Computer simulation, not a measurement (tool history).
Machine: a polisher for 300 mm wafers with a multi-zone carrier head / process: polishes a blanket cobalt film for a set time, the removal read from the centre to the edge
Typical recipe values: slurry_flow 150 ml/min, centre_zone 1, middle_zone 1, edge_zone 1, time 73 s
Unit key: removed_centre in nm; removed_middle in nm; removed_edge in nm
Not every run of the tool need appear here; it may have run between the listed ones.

| run | hour | slurry_flow | centre_zone | middle_zone | edge_zone | time | incoming thickness of the incoming film, nm | removed_centre | removed_middle | removed_edge |
|---|---|---|---|---|---|---|---|---|---|---|
| 1 | 0 | 150 | 0.93 | 1 | 1 | 73 | 1624.9 | 184.7 | 230.8 | 223 |
|  | 17.5 | worn pad replaced by a new one |
| 2 | 18 | 150 | 0.93 | 1 | 1 | 73 | 1584.1 | 203.2 | 246.3 | 240.7 |
| 3 | 25.8 | 150 | 0.93 | 1 | 1 | 73 | 1619.3 | 195.4 | 247.2 | 240 |
| 4 | 32.5 | 150 | 1 | 1 | 1 | 73 | 1600.7 | 210.3 | 240.6 | 234.6 |
|  | 39.8 | slurry nozzle cleaned |
| 5 | 40.3 | 140 | 1 | 1 | 1 | 53 | 1589.5 | 148.7 | 167.8 | 166.4 |
|  | 47.9 | carrier head's membrane replaced by a new one |
| 6 | 54.4 | 150 | 1 | 1 | 1 | 73 | 1609.9 | 202.1 | 235.5 | 228.7 |
| 7 | 67.3 | 150 | 1 | 1 | 1 | 73 | 1604.3 | 202.4 | 229.6 | 221.9 |
| 8 | 76 | 150 | 1.04 | 1 | 1 | 89 | 1596.5 | 248.8 | 282.6 | 272.7 |
|  | 100.3 | worn pad replaced by a new one |
|  | 102.6 | centre zone pressure recalibrated |
| 9 | 103.1 | 150 | 1.05 | 1.04 | 1 | 73 | 1593.1 | 249.7 | 251 | 247.2 |
|  | 105.6 | edge zone pressure recalibrated |
| 10 | 114.3 | 190 | 0.89 | 1 | 1.06 | 95 | 1597.8 | 283.3 | 327.9 | 328.9 |
| 11 | 132.1 | 185 | 1 | 1 | 1.04 | 93 | 1605.3 | 298.8 | 309 | 313.9 |
| 12 | 147.8 | 150 | 1.05 | 1 | 1 | 73 | 1580.3 | 230.7 | 232.1 | 231.3 |
| 13 | 161.7 | 150 | 1 | 1 | 1 | 59 | 1601.6 | 178.9 | 186.5 | 180.1 |
| 14 | 176.9 | 150 | 1 | 1 | 1 | 73 | 1581.4 | 215.6 | 225.7 | 222 |
|  | 185.9 | worn pad replaced by a new one |
| 15 | 193.7 | 150 | 1 | 1 | 1 | 73 | 1593.2 | 235.9 | 243.7 | 240.8 |
| 16 | 200.5 | 150 | 1 | 1 | 1 | 73 | 1578.5 | 230.4 | 239.4 | 245 |
| 17 | 207.8 | 115 | 1.04 | 0.97 | 1 | 65 | 1586.6 | 192.4 | 188.8 | 202.8 |
| 18 | 215.6 | 135 | 1 | 1 | 1 | 73 | 1567.3 | 219.8 | 223.9 | 227.7 |
| 19 | 230.4 | 150 | 1 | 1 | 1 | 66 | 1594.1 | 198 | 205.8 | 211.3 |
| 20 | 242 | 165 | 1 | 1 | 0.93 | 94 | 1623.3 | 283.2 | 293.5 | 288.5 |
|  | 244.7 | slurry nozzle cleaned |
| 21 | 248.5 | 180 | 1 | 1 | 0.97 | 73 | 1588.3 | 224.8 | 235.1 | 226.1 |

What will run 22 give?
| 22 | 257.7 | 150 | 1 | 1 | 1 | 73 | 1609.2 | ? | ? | ? |

removed_centre: 215.3 nm
removed_middle: 226.1 nm
removed_edge: 218.8 nm
If the tool had no hidden condition, the same run with the same run-to-run variation would have returned removed_centre 241.4 nm, removed_middle 250.5 nm, removed_edge 242.4 nm.
